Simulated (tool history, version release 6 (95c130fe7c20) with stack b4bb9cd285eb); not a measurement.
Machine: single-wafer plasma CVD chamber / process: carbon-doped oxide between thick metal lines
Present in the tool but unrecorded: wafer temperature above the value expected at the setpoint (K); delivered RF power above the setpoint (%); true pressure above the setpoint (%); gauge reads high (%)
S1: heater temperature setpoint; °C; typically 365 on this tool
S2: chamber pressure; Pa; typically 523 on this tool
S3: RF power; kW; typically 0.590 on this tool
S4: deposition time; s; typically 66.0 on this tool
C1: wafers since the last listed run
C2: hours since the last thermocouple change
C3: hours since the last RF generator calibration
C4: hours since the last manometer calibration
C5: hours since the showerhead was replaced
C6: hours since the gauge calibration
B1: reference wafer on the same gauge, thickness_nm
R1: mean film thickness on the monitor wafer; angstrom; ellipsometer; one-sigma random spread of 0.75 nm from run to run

Run 1, hour 0.0: usual settings but S2 469 Pa; C1 0; C2 2021.7; C3 1488.1; C4 2250.3; C5 3316.6; C6 201.8; B1 348.100. Result: R1 3262.97 angstrom.
Run 2, hour 6.7: usual settings but S2 469 Pa; C1 126; C2 2028.4; C3 1494.8; C4 2257.0; C5 3323.3; C6 208.5; B1 347.903. Result: R1 3264.15 angstrom.
Run 3, hour 24.2: usual settings but S2 469 Pa; C1 329; C2 2045.9; C3 1512.3; C4 2274.5; C5 3340.8; C6 226.0; B1 348.056. Result: R1 3262.00 angstrom.
Run 4, hour 42.2: usual settings; C1 338; C2 2063.9; C3 1530.3; C4 2292.5; C5 3358.8; C6 244.0; B1 347.961. Result: R1 3343.97 angstrom.
Run 5, hour 56.4: usual settings; C1 267; C2 2078.1; C3 1544.5; C4 2306.7; C5 3373.0; C6 258.2; B1 347.907. Result: R1 3346.82 angstrom.
Run 6, hour 66.2: usual settings; C1 184; C2 2087.9; C3 1554.3; C4 2316.5; C5 3382.8; C6 268.0; B1 347.759. Result: R1 3339.83 angstrom.
Run 7, hour 77.1: usual settings but S1 361 °C; C1 205; C2 2098.8; C3 1565.2; C4 2327.4; C5 3393.7; C6 278.9; B1 347.971. Result: R1 3378.46 angstrom.
At hour 87.6: thermocouple changed; heater temperature recalibrated.
Run 8, hour 92.5: usual settings; C1 139; C2 4.9; C3 1580.6; C4 2342.8; C5 3409.1; C6 294.3; B1 347.875. Result: R1 3345.69 angstrom.
Run 9, hour 101.8: usual settings; C1 174; C2 14.2; C3 1589.9; C4 2352.1; C5 3418.4; C6 303.6; B1 347.752. Result: R1 3332.65 angstrom.
Run 10, hour 116.1: usual settings but S1 371 °C, S2 597 Pa, S3 0.510 kW, S4 60.0 s; C1 269; C2 28.5; C3 1604.2; C4 2366.4; C5 3432.7; C6 317.9; B1 348.175. Result: R1 2937.35 angstrom.
Run 11, hour 129.9: usual settings; C1 259; C2 42.3; C3 1618.0; C4 2380.2; C5 3446.5; C6 331.7; B1 347.865. Result: R1 3343.54 angstrom.
At hour 132.0: gauge calibrated.
Run 12, hour 144.3: usual settings but S1 376 °C, S2 424 Pa, S4 75.3 s; C1 270; C2 56.7; C3 1632.4; C4 2394.6; C5 3460.9; C6 12.3; B1 348.009. Result: R1 3562.14 angstrom.
At hour 152.8: showerhead replaced, of another model than before.
Run 13, hour 153.7: usual settings but S4 61.1 s; C1 26; C2 66.1; C3 1641.8; C4 2404.0; C5 0.9; C6 21.7; B1 347.904. Result: R1 3136.47 angstrom.
Run 14, hour 189.0: usual settings but S2 411 Pa; C1 664; C2 101.4; C3 1677.1; C4 2439.3; C5 36.2; C6 57.0; B1 348.010. Result: R1 3173.50 angstrom.
Run 15, hour 199.7: usual settings but S1 370 °C, S3 0.480 kW, S4 69.7 s; C1 201; C2 112.1; C3 1687.8; C4 2450.0; C5 46.9; C6 67.7; B1 348.095. Result: R1 3361.97 angstrom.
Run 16, hour 208.7: usual settings but S1 360 °C; C1 169; C2 121.1; C3 1696.8; C4 2459.0; C5 55.9; C6 76.7; B1 348.139. Result: R1 3432.35 angstrom.
At hour 224.5: capacitance manometer re-zeroed and calibrated.
At hour 227.2: RF generator calibrated.
Run 17, hour 227.7: usual settings but S1 371 °C, S2 479 Pa, S4 74.7 s; C1 155; C2 140.1; C3 0.5; C4 3.2; C5 74.9; C6 95.7; B1 347.938. Result: R1 3740.52 angstrom.
Run 18, hour 231.7: usual settings but S1 377 °C, S2 593 Pa, S3 0.505 kW, S4 72.7 s; C1 75; C2 144.1; C3 4.5; C4 7.2; C5 78.9; C6 99.7; B1 348.169. Result: R1 3726.84 angstrom.
Run 19, hour 238.9: usual settings but S4 61.1 s; C1 135; C2 151.3; C3 11.7; C4 14.4; C5 86.1; C6 106.9; B1 347.967. Result: R1 3196.39 angstrom.
Run 20, hour 290.4: usual settings; C1 969; C2 202.8; C3 63.2; C4 65.9; C5 137.6; C6 158.4; B1 348.037. Result: R1 3454.38 angstrom.

Run 21 comes next. What will it give?
Run 21, hour 306.7: usual settings but S1 376 °C, S2 424 Pa, S4 75.3 s; C1 306; C2 219.1; C3 79.5; C4 82.2; C5 153.9; C6 174.7; B1 ?. Result: R1 ?.

{"run 21": {"B1": 348.022, "R1": 3633.74}}
On a tool with no hidden condition, and with the same random variation, this run would have come out at R1 3642.54 angstrom.

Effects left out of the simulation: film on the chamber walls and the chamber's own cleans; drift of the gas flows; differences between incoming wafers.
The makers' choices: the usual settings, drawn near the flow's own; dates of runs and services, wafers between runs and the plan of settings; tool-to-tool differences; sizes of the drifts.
